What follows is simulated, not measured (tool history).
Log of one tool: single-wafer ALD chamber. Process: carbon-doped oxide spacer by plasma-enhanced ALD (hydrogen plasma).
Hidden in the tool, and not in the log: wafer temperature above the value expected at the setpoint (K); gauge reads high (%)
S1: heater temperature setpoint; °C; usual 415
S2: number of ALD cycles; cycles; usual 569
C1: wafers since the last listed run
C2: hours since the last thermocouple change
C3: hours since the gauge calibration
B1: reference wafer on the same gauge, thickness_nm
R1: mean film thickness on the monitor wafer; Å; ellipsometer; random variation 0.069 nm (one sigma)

run,hour,S1,S2,C1,C2,C3,B1,R1
1,0.0,415,569,0,2072.3,293.7,31.025,277.52
2,61.2,415,569,41,2133.5,354.9,31.110,277.35
3,94.8,423,569,22,2167.1,388.5,31.119,272.16
4,108.1,415,569,8,2180.4,401.8,31.141,278.30
5,125.0,415,569,11,2197.3,418.7,31.135,278.65
6,152.6,415,569,18,2224.9,446.3,31.189,278.52
7,175.1,415,569,15,2247.4,468.8,31.216,278.52
8,189.6,415,569,9,2261.9,483.3,31.195,279.03
9,225.5,415,569,24,2297.8,519.2,31.245,279.24
10,239.5,415,569,9,2311.8,533.2,31.274,279.51
11,268.1,403,525,19,2340.4,561.8,31.261,266.67
12,294.3,403,525,17,2366.6,588.0,31.322,267.59
# hour 305.4: thermocouple changed; heater temperature recalibrated
13,314.4,415,569,8,9.0,608.1,31.328,280.05
14,327.0,415,569,8,21.6,620.7,31.339,279.42
15,352.2,415,569,16,46.8,645.9,31.343,280.21
16,365.9,403,525,9,60.5,659.6,31.375,268.99
17,393.4,401,487,18,88.0,687.1,31.397,250.13
18,418.0,430,515,16,112.6,711.7,31.426,244.62
19,431.0,407,479,8,125.6,724.7,31.425,241.00
20,460.5,421,569,19,155.1,754.2,31.438,276.50
21,479.8,415,506,12,174.4,773.5,31.465,249.73
# hour 492.2: gauge calibrated
22,502.7,409,505,15,197.3,10.5,30.857,249.29
23,535.0,428,615,21,229.6,42.8,30.870,287.04
24,586.6,401,569,34,281.2,94.4,30.915,286.74
25,616.8,415,569,20,311.4,124.6,30.960,277.65
26,646.1,427,533,19,340.7,153.9,30.976,251.69
27,664.3,415,569,12,358.9,172.1,30.994,276.84
28,692.5,422,459,18,387.1,200.3,31.013,219.79
29,706.9,407,569,9,401.5,214.7,31.016,283.01
30,737.7,419,599,20,432.3,245.5,31.038,289.59
31,769.1,403,615,21,463.7,276.9,31.073,310.63

5 ways to go on from here, each from the tool as it stands after run 31. What would each give?
A,770.4,415,569,0,465.0,278.2,?,?
B,770.4,428,509,0,465.0,278.2,?,?
C,770.4,429,569,0,465.0,278.2,?,?
D,770.4,415,637,0,465.0,278.2,?,?
E,770.4,426,625,0,465.0,278.2,?,?

run,B1,R1
A,31.069,278.81
B,31.069,240.45
C,31.069,268.02
D,31.069,312.13
E,31.069,296.94
Without the tool's hidden state the same runs would have given:
run,R1
A,276.32
B,238.30
C,265.62
D,309.34
E,294.28

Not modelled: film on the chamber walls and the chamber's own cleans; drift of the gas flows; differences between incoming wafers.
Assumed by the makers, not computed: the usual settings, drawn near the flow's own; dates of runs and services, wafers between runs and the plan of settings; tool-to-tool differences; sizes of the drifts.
